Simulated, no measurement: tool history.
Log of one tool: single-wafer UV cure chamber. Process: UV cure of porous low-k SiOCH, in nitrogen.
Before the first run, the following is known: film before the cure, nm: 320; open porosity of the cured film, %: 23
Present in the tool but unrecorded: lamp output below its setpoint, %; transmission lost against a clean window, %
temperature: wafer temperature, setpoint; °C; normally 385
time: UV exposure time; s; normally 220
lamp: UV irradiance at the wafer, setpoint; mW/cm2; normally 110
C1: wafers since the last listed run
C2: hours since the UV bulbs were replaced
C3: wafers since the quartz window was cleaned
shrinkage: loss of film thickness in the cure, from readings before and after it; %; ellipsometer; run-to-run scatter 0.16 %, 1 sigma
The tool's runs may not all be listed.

run 1 day=0 | temperature=385 time=220 lamp=110 | C1=0 C2=1722.9 C3=557 | shrinkage=12.394
run 2 day=1.025 | temperature=385 time=220 lamp=110 | C1=173 C2=1747.5 C3=731 | shrinkage=12.758
run 3 day=1.792 | temperature=385 time=220 lamp=110 | C1=130 C2=1765.9 C3=861 | shrinkage=12.383
run 4 day=2.871 | temperature=385 time=220 lamp=110 | C1=183 C2=1791.8 C3=1044 | shrinkage=12.347
run 5 day=4.004 | temperature=385 time=220 lamp=110 | C1=192 C2=1819 C3=1236 | shrinkage=12.088
run 6 day=6.862 | temperature=385 time=220 lamp=90 | C1=484 C2=1887.6 C3=1721 | shrinkage=10.882
-- day=7.842 quartz window cleaned
run 7 day=8.262 | temperature=385 time=220 lamp=90 | C1=180 C2=1921.2 C3=71 | shrinkage=11.802
run 8 day=8.958 | temperature=385 time=220 lamp=90 | C1=118 C2=1937.9 C3=189 | shrinkage=11.79
run 9 day=10.217 | temperature=385 time=220 lamp=110 | C1=213 C2=1968.1 C3=402 | shrinkage=12.427
run 10 day=10.738 | temperature=385 time=220 lamp=110 | C1=88 C2=1980.6 C3=491 | shrinkage=12.419
run 11 day=13.271 | temperature=385 time=220 lamp=110 | C1=429 C2=2041.4 C3=920 | shrinkage=11.956
run 12 day=14.354 | temperature=385 time=220 lamp=110 | C1=183 C2=2067.4 C3=1104 | shrinkage=11.77
run 13 day=15.046 | temperature=385 time=220 lamp=110 | C1=117 C2=2084 C3=1221 | shrinkage=11.891
run 14 day=16.304 | temperature=385 time=220 lamp=110 | C1=213 C2=2114.2 C3=1435 | shrinkage=11.708
-- day=17.688 quartz window cleaned
run 15 day=17.708 | temperature=385 time=220 lamp=110 | C1=181 C2=2147.9 C3=3 | shrinkage=12.328
run 16 day=18.221 | temperature=385 time=220 lamp=110 | C1=86 C2=2160.2 C3=90 | shrinkage=12.467
run 17 day=19.317 | temperature=385 time=220 lamp=110 | C1=185 C2=2186.5 C3=276 | shrinkage=12.035
run 18 day=20.5 | temperature=385 time=220 lamp=90 | C1=200 C2=2214.9 C3=476 | shrinkage=11.056
-- day=21.125 UV bulbs replaced
run 19 day=21.683 | temperature=402 time=320 lamp=122 | C1=144 C2=13.4 C3=621 | shrinkage=16.448
run 20 day=22.462 | temperature=401 time=220 lamp=110 | C1=132 C2=32.1 C3=753 | shrinkage=13.724
run 21 day=23.05 | temperature=385 time=300 lamp=110 | C1=99 C2=46.2 C3=852 | shrinkage=15.26
run 22 day=25.417 | temperature=392 time=315 lamp=84 | C1=401 C2=103 C3=1254 | shrinkage=13.919
run 23 day=26.533 | temperature=385 time=140 lamp=127 | C1=189 C2=129.8 C3=1443 | shrinkage=11.577
run 24 day=27.483 | temperature=396 time=95 lamp=110 | C1=161 C2=152.6 C3=1604 | shrinkage=8.972
run 25 day=28.6 | temperature=367 time=120 lamp=128 | C1=189 C2=179.4 C3=1794 | shrinkage=10.295
run 26 day=29.154 | temperature=370 time=115 lamp=89 | C1=93 C2=192.7 C3=1888 | shrinkage=8.386
-- day=30.188 quartz window cleaned
run 27 day=30.208 | temperature=385 time=285 lamp=145 | C1=122 C2=218 C3=3 | shrinkage=17.059
run 28 day=30.908 | temperature=368 time=150 lamp=110 | C1=118 C2=234.8 C3=122 | shrinkage=11.535
run 29 day=31.504 | temperature=385 time=220 lamp=110 | C1=101 C2=249.1 C3=223 | shrinkage=13.442
run 30 day=32.296 | temperature=396 time=280 lamp=93 | C1=134 C2=268.1 C3=357 | shrinkage=14.289

Selected run-to-run steps in shrinkage, each split into two signed amounts: the part the tool would show with no hidden state at all (from settings, incoming material and random variation), and the remainder, which goes to the hidden state together with any gauge scatter not common to the measured and the hidden-state-free results:
Run 6 -> 7: quartz window cleaned. shrinkage +0.92 %: hidden state +1.067, all else -0.147.
Run 18 -> 19: temperature 385 -> 402, time 220 -> 320, lamp 90 -> 122, UV bulbs replaced. shrinkage +5.392 %: hidden state +1.521, all else +3.871.
Run 26 -> 27: temperature 370 -> 385, time 115 -> 285, lamp 89 -> 145, quartz window cleaned. shrinkage +8.673 %: hidden state +1.063, all else +7.61.
Run 27 -> 28: temperature 385 -> 368, time 285 -> 150, lamp 145 -> 110. shrinkage -5.524 %: hidden state -0.055, all else -5.469.
